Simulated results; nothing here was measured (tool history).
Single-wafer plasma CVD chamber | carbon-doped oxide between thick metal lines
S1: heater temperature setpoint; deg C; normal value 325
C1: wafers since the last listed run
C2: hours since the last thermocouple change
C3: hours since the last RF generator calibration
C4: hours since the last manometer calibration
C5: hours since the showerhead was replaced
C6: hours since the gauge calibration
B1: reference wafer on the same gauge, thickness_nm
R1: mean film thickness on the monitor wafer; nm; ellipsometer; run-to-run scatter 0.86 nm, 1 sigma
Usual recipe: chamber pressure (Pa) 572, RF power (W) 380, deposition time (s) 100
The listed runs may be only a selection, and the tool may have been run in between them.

Run 1, hour 0: usual settings but S1 335 deg C; C1 0; C2 711.5; C3 1156.5; C4 148.3; C5 5046; C6 771.4; B1 377.237. Result: R1 412.031 nm.
Run 2, hour 74.7: usual settings but S1 335 deg C; C1 813; C2 786.2; C3 1231.2; C4 223; C5 5120.7; C6 846.1; B1 376.695. Result: R1 411.377 nm.
Run 3, hour 141.9: usual settings but S1 335 deg C; C1 731; C2 853.4; C3 1298.4; C4 290.2; C5 5187.9; C6 913.3; B1 377.279. Result: R1 410.675 nm.
Run 4, hour 214.2: usual settings; C1 787; C2 925.7; C3 1370.7; C4 362.5; C5 5260.2; C6 985.6; B1 376.973. Result: R1 422.913 nm.
Run 5, hour 296.5: usual settings; C1 895; C2 1008; C3 1453; C4 444.8; C5 5342.5; C6 1067.9; B1 377.033. Result: R1 424.371 nm.
Run 6, hour 346: usual settings; C1 538; C2 1057.5; C3 1502.5; C4 494.3; C5 5392; C6 1117.4; B1 376.941. Result: R1 422.961 nm.
Run 7, hour 409.2: usual settings; C1 688; C2 1120.7; C3 1565.7; C4 557.5; C5 5455.2; C6 1180.6; B1 377.086. Result: R1 422.668 nm.
Run 8, hour 474.9: usual settings; C1 715; C2 1186.4; C3 1631.4; C4 623.2; C5 5520.9; C6 1246.3; B1 376.825. Result: R1 423.918 nm.
Run 9, hour 526.3: usual settings; C1 559; C2 1237.8; C3 1682.8; C4 674.6; C5 5572.3; C6 1297.7; B1 376.789. Result: R1 423.09 nm.
Run 10, hour 603.4: usual settings but RF power (W) 410, deposition time (s) 107; C1 839; C2 1314.9; C3 1759.9; C4 751.7; C5 5649.4; C6 1374.8; B1 377.286. Result: R1 476.048 nm.
Run 11, hour 700.7: usual settings but RF power (W) 410, deposition time (s) 107; C1 1059; C2 1412.2; C3 1857.2; C4 849; C5 5746.7; C6 1472.1; B1 377.039. Result: R1 476.261 nm.
Run 12, hour 738.4: usual settings but S1 335 deg C, chamber pressure (Pa) 676, RF power (W) 330, deposition time (s) 114; C1 410; C2 1449.9; C3 1894.9; C4 886.7; C5 5784.4; C6 1509.8; B1 377.012. Result: R1 436.276 nm.
At hour 826.1: RF generator calibrated.
Run 13, hour 839.9: usual settings but chamber pressure (Pa) 515; C1 1017; C2 1551.4; C3 13.8; C4 988.2; C5 5885.9; C6 1611.3; B1 376.91. Result: R1 421.454 nm.
At hour 873: gauge calibrated.
Run 14, hour 932.5: usual settings but S1 335 deg C, chamber pressure (Pa) 676, RF power (W) 330, deposition time (s) 114; C1 1008; C2 1644; C3 106.4; C4 1080.8; C5 5978.5; C6 59.5; B1 376.792. Result: R1 440.712 nm.
At hour 974.8: thermocouple changed; heater temperature recalibrated.
Run 15, hour 975.3: usual settings but S1 329 deg C, chamber pressure (Pa) 527, RF power (W) 355, deposition time (s) 119; C1 378; C2 0.5; C3 149.2; C4 1123.6; C5 6021.3; C6 102.3; B1 377.192. Result: R1 475.212 nm.
Run 16, hour 1070: usual settings but S1 339 deg C, RF power (W) 305; C1 1030; C2 95.2; C3 243.9; C4 1218.3; C5 6116; C6 197; B1 376.885. Result: R1 354.316 nm.
Run 17, hour 1124.3: usual settings but RF power (W) 455, deposition time (s) 88; C1 591; C2 149.5; C3 298.2; C4 1272.6; C5 6170.3; C6 251.3; B1 377.168. Result: R1 422.383 nm.
At hour 1136.3: capacitance manometer re-zeroed and calibrated.
At hour 1173.6: showerhead replaced.
Run 18, hour 1276.7: usual settings but chamber pressure (Pa) 519, RF power (W) 435; C1 1484; C2 301.9; C3 450.6; C4 140.4; C5 103.1; C6 403.7; B1 377.179. Result: R1 458.866 nm.
Run 19, hour 1346.8: usual settings but S1 332 deg C, chamber pressure (Pa) 455, RF power (W) 345; C1 763; C2 372; C3 520.7; C4 210.5; C5 173.2; C6 473.8; B1 376.963. Result: R1 380.397 nm.
Run 20, hour 1428.9: usual settings; C1 893; C2 454.1; C3 602.8; C4 292.6; C5 255.3; C6 555.9; B1 377.124. Result: R1 426.711 nm.
Run 21, hour 1522.7: usual settings but S1 339 deg C, chamber pressure (Pa) 644, RF power (W) 310, deposition time (s) 115; C1 1021; C2 547.9; C3 696.6; C4 386.4; C5 349.1; C6 649.7; B1 377.355. Result: R1 416.864 nm.
Run 22, hour 1572.8: usual settings; C1 545; C2 598; C3 746.7; C4 436.5; C5 399.2; C6 699.8; B1 377.201. Result: R1 425.107 nm.
Run 23, hour 1663.1: usual settings but S1 319 deg C, chamber pressure (Pa) 640, deposition time (s) 110; C1 983; C2 688.3; C3 837; C4 526.8; C5 489.5; C6 790.1; B1 377.221. Result: R1 486.274 nm.
Run 24, hour 1745.7: usual settings but deposition time (s) 107; C1 899; C2 770.9; C3 919.6; C4 609.4; C5 572.1; C6 872.7; B1 377.052. Result: R1 454.153 nm.
Run 25, hour 1834.4: usual settings but S1 317 deg C, chamber pressure (Pa) 645, deposition time (s) 112; C1 965; C2 859.6; C3 1008.3; C4 698.1; C5 660.8; C6 961.4; B1 377.2. Result: R1 501.88 nm.
Run 26, hour 1881.6: usual settings but chamber pressure (Pa) 451, RF power (W) 420; C1 513; C2 906.8; C3 1055.5; C4 745.3; C5 708; C6 1008.6; B1 377.054. Result: R1 439.826 nm.

Run 27, settings as shown, results not yet in. Your forecast:
Run 27, hour 1936.4: usual settings but S1 319 deg C, chamber pressure (Pa) 640; C1 596; C2 961.6; C3 1110.3; C4 800.1; C5 762.8; C6 1063.4; B1 ?. Result: R1 ?.

{"run 27": {"B1": 376.701, "R1": 442.586}}
Were there no unlogged condition in the tool, this run, its random variation unchanged, would have produced R1 445.424 nm.
